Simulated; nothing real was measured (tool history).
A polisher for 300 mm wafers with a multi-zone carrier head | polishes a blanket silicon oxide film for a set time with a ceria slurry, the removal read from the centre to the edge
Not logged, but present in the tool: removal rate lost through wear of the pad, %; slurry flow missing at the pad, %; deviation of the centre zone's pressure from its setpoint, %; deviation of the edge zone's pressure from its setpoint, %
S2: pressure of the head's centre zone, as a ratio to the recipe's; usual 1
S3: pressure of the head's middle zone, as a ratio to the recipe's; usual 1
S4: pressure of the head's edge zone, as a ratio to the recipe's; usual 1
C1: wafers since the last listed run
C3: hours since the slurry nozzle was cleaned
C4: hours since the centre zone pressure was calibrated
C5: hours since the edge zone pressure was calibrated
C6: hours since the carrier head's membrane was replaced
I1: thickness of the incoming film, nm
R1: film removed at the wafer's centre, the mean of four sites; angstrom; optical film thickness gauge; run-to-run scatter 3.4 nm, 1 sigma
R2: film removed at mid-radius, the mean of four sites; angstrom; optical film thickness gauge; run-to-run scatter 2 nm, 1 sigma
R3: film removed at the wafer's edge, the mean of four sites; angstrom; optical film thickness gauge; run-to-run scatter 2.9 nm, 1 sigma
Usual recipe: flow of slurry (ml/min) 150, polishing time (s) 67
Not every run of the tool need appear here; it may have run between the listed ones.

run 1 day=0 | flow_of_slurry_(ml/min)=170 S2=1 S3=1 S4=0.96 polishing_time_(s)=67 | C1=0 wafers_polished_on_this_pad=473 C3=83 C4=1151.3 C5=1273.2 C6=1571.3 | I1=1211.8 | R1=2817 R2=2954 R3=2834
run 2 day=0.662 | flow_of_slurry_(ml/min)=150 S2=1 S3=1 S4=1 polishing_time_(s)=67 | C1=192 wafers_polished_on_this_pad=666 C3=98.9 C4=1167.2 C5=1289.1 C6=1587.2 | I1=1224.6 | R1=2808 R2=2847 R3=2870
run 3 day=1.208 | flow_of_slurry_(ml/min)=150 S2=1 S3=1 S4=1 polishing_time_(s)=67 | C1=158 wafers_polished_on_this_pad=825 C3=112 C4=1180.3 C5=1302.2 C6=1600.3 | I1=1208 | R1=2782 R2=2826 R3=2833
run 4 day=1.717 | flow_of_slurry_(ml/min)=125 S2=0.91 S3=0.91 S4=1.1 polishing_time_(s)=67 | C1=147 wafers_polished_on_this_pad=973 C3=124.2 C4=1192.5 C5=1314.4 C6=1612.5 | I1=1198.9 | R1=2348 R2=2522 R3=2890
-- day=1.854 edge zone pressure recalibrated
-- day=2.479 worn pad replaced by a new one
run 5 day=2.5 | flow_of_slurry_(ml/min)=150 S2=1 S3=1.09 S4=1.07 polishing_time_(s)=67 | C1=155 wafers_polished_on_this_pad=5 C3=143 C4=1211.3 C5=15.5 C6=1631.3 | I1=1208.6 | R1=2810 R2=3028 R3=2946
run 6 day=2.679 | flow_of_slurry_(ml/min)=150 S2=1 S3=1 S4=0.92 polishing_time_(s)=84 | C1=52 wafers_polished_on_this_pad=57 C3=147.3 C4=1215.6 C5=19.8 C6=1635.6 | I1=1202.1 | R1=3411 R2=3543 R3=3446
run 7 day=3.021 | flow_of_slurry_(ml/min)=150 S2=1 S3=1 S4=1 polishing_time_(s)=67 | C1=99 wafers_polished_on_this_pad=157 C3=155.5 C4=1223.8 C5=28 C6=1643.8 | I1=1210 | R1=2765 R2=2792 R3=2789
run 8 day=3.408 | flow_of_slurry_(ml/min)=150 S2=1 S3=1.04 S4=0.92 polishing_time_(s)=44 | C1=112 wafers_polished_on_this_pad=269 C3=164.8 C4=1233.1 C5=37.3 C6=1653.1 | I1=1195.4 | R1=1773 R2=1911 R3=1774
run 9 day=4.021 | flow_of_slurry_(ml/min)=125 S2=1 S3=1 S4=1 polishing_time_(s)=67 | C1=178 wafers_polished_on_this_pad=448 C3=179.5 C4=1247.8 C5=52 C6=1667.8 | I1=1206.5 | R1=2627 R2=2689 R3=2716
run 10 day=4.4 | flow_of_slurry_(ml/min)=150 S2=1.08 S3=1 S4=1 polishing_time_(s)=67 | C1=110 wafers_polished_on_this_pad=558 C3=188.6 C4=1256.9 C5=61.1 C6=1676.9 | I1=1213.1 | R1=2959 R2=2788 R3=2816
-- day=5.054 carrier head's membrane replaced by a new one
run 11 day=5.071 | flow_of_slurry_(ml/min)=110 S2=1 S3=0.95 S4=1.1 polishing_time_(s)=55 | C1=134 wafers_polished_on_this_pad=693 C3=204.7 C4=1273 C5=77.2 C6=0.4 | I1=1185.7 | R1=2003 R2=2008 R3=2278
run 12 day=5.342 | flow_of_slurry_(ml/min)=150 S2=1 S3=1 S4=1 polishing_time_(s)=67 | C1=78 wafers_polished_on_this_pad=771 C3=211.2 C4=1279.5 C5=83.7 C6=6.9 | I1=1182.4 | R1=2731 R2=2787 R3=2733
-- day=5.896 centre zone pressure recalibrated
run 13 day=5.917 | flow_of_slurry_(ml/min)=150 S2=1 S3=1 S4=0.89 polishing_time_(s)=56 | C1=143 wafers_polished_on_this_pad=915 C3=225 C4=0.5 C5=97.5 C6=20.7 | I1=1207 | R1=2319 R2=2301 R3=2218
-- day=6.446 worn pad replaced by a new one
run 14 day=7.521 | flow_of_slurry_(ml/min)=150 S2=1 S3=1 S4=1 polishing_time_(s)=67 | C1=418 wafers_polished_on_this_pad=312 C3=263.5 C4=39 C5=136 C6=59.2 | I1=1220.3 | R1=2685 R2=2698 R3=2738
run 15 day=8.075 | flow_of_slurry_(ml/min)=150 S2=1 S3=1 S4=1 polishing_time_(s)=67 | C1=161 wafers_polished_on_this_pad=474 C3=276.8 C4=52.3 C5=149.3 C6=72.5 | I1=1208 | R1=2568 R2=2710 R3=2799
run 16 day=8.554 | flow_of_slurry_(ml/min)=150 S2=1 S3=1.09 S4=1 polishing_time_(s)=80 | C1=139 wafers_polished_on_this_pad=613 C3=288.3 C4=63.8 C5=160.8 C6=84 | I1=1188.6 | R1=3183 R2=3452 R3=3317
run 17 day=9.217 | flow_of_slurry_(ml/min)=150 S2=1 S3=1 S4=1 polishing_time_(s)=67 | C1=192 wafers_polished_on_this_pad=806 C3=304.2 C4=79.7 C5=176.7 C6=99.9 | I1=1207.2 | R1=2644 R2=2687 R3=2800
run 18 day=9.554 | flow_of_slurry_(ml/min)=150 S2=1 S3=0.91 S4=1 polishing_time_(s)=67 | C1=98 wafers_polished_on_this_pad=904 C3=312.3 C4=87.8 C5=184.8 C6=108 | I1=1208 | R1=2533 R2=2480 R3=2713
run 19 day=10.121 | flow_of_slurry_(ml/min)=165 S2=1 S3=1 S4=1 polishing_time_(s)=58 | C1=164 wafers_polished_on_this_pad=1069 C3=325.9 C4=101.4 C5=198.4 C6=121.6 | I1=1223.7 | R1=2308 R2=2346 R3=2413
-- day=10.388 worn pad replaced by a new one
run 20 day=10.821 | flow_of_slurry_(ml/min)=170 S2=1 S3=1 S4=1 polishing_time_(s)=67 | C1=155 wafers_polished_on_this_pad=126 C3=342.7 C4=118.2 C5=215.2 C6=138.4 | I1=1184.4 | R1=2685 R2=2729 R3=2787
run 21 day=11.196 | flow_of_slurry_(ml/min)=150 S2=1.03 S3=1 S4=1 polishing_time_(s)=67 | C1=109 wafers_polished_on_this_pad=235 C3=351.7 C4=127.2 C5=224.2 C6=147.4 | I1=1185 | R1=2637 R2=2623 R3=2765
run 22 day=11.812 | flow_of_slurry_(ml/min)=150 S2=1 S3=0.94 S4=1 polishing_time_(s)=67 | C1=179 wafers_polished_on_this_pad=414 C3=366.5 C4=142 C5=239 C6=162.2 | I1=1192.1 | R1=2530 R2=2493 R3=2710

Branching from run 22: 4 alternative next runs. What would each branch give?
run A day=11.829 | flow_of_slurry_(ml/min)=150 S2=1 S3=1 S4=1 polishing_time_(s)=61 | C1=4 wafers_polished_on_this_pad=419 C3=366.9 C4=142.4 C5=239.4 C6=162.6 | I1=1180.2 | R1=? R2=? R3=?
run B day=11.829 | flow_of_slurry_(ml/min)=175 S2=1 S3=1 S4=1 polishing_time_(s)=45 | C1=4 wafers_polished_on_this_pad=419 C3=366.9 C4=142.4 C5=239.4 C6=162.6 | I1=1180.2 | R1=? R2=? R3=?
run C day=11.829 | flow_of_slurry_(ml/min)=150 S2=1 S3=1 S4=0.96 polishing_time_(s)=67 | C1=4 wafers_polished_on_this_pad=419 C3=366.9 C4=142.4 C5=239.4 C6=162.6 | I1=1180.2 | R1=? R2=? R3=?
run D day=11.829 | flow_of_slurry_(ml/min)=150 S2=1 S3=1 S4=1.05 polishing_time_(s)=67 | C1=4 wafers_polished_on_this_pad=419 C3=366.9 C4=142.4 C5=239.4 C6=162.6 | I1=1180.2 | R1=? R2=? R3=?

run=A R1=2319 R2=2403 R3=2456
run=B R1=1794 R2=1848 R3=1864
run=C R1=2547 R2=2640 R3=2648
run=D R1=2547 R2=2639 R3=2759
Stripped of hidden state, with their random variation kept, the same runs would have yielded:
run=A R1=2592 R2=2650 R3=2629
run=B R1=1973 R2=2010 R3=1979
run=C R1=2847 R2=2910 R3=2834
run=D R1=2847 R2=2910 R3=2954

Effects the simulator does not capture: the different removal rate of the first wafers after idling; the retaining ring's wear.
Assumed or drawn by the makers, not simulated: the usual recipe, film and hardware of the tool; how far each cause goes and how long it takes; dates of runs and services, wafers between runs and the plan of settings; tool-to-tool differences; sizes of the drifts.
